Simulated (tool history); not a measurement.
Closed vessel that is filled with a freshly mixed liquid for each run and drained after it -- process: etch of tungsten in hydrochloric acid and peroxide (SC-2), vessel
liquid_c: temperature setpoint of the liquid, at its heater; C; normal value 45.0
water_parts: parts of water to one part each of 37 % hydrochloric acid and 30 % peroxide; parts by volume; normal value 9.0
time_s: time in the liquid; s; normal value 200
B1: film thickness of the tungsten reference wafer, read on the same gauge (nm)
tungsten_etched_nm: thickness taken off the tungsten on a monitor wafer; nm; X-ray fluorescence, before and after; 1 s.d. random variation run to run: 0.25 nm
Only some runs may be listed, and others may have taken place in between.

Run 1, day 0.000: usual settings; B1 99.99. Result: tungsten_etched_nm 39.12 nm.
Run 2, day 1.712: usual settings; B1 100.03. Result: tungsten_etched_nm 39.17 nm.
Run 3, day 3.412: usual settings; B1 100.04. Result: tungsten_etched_nm 38.59 nm.
Run 4, day 6.338: usual settings; B1 99.99. Result: tungsten_etched_nm 38.91 nm.
Run 5, day 7.850: usual settings; B1 99.98. Result: tungsten_etched_nm 38.91 nm.
At day 8.900: chemicals flow meter replaced.
Run 6, day 8.921: usual settings; B1 100.01. Result: tungsten_etched_nm 38.26 nm.
Run 7, day 15.404: usual settings; B1 100.01. Result: tungsten_etched_nm 37.61 nm.
Run 8, day 17.621: usual settings; B1 99.98. Result: tungsten_etched_nm 37.44 nm.
Run 9, day 19.192: usual settings; B1 99.98. Result: tungsten_etched_nm 37.56 nm.
At day 19.408: gauge calibrated.
At day 20.821: new drum of peroxide connected.
Run 10, day 21.075: usual settings but liquid_c 38.0 C, time_s 145 s; B1 99.98. Result: tungsten_etched_nm 16.50 nm.
At day 22.954: thermometer replaced.
Run 11, day 23.529: usual settings; B1 99.99. Result: tungsten_etched_nm 39.42 nm.
Run 12, day 26.300: usual settings; B1 100.01. Result: tungsten_etched_nm 39.61 nm.
Run 13, day 27.525: usual settings but water_parts 11.0 parts by volume, time_s 110 s; B1 100.04. Result: tungsten_etched_nm 18.13 nm.
Run 14, day 30.300: usual settings but liquid_c 51.0 C; B1 100.02. Result: tungsten_etched_nm 58.64 nm.
Run 15, day 31.746: usual settings; B1 99.97. Result: tungsten_etched_nm 38.61 nm.
Run 16, day 34.421: usual settings but liquid_c 51.5 C; B1 100.00. Result: tungsten_etched_nm 59.53 nm.
Run 17, day 36.508: usual settings but liquid_c 51.5 C; B1 99.99. Result: tungsten_etched_nm 59.31 nm.
At day 37.054: chemicals flow meter replaced.
Run 18, day 38.258: usual settings but liquid_c 48.5 C, water_parts 7.5 parts by volume; B1 100.00. Result: tungsten_etched_nm 56.19 nm.

Run 19 comes next. What will it give?
Run 19, day 40.121: usual settings but liquid_c 37.5 C, water_parts 7.0 parts by volume; B1 ?. Result: tungsten_etched_nm ?.

Run 19 gave B1 99.96, tungsten_etched_nm 27.52 nm.
With no hidden state in the tool, this same run would have given tungsten_etched_nm 28.79 nm.
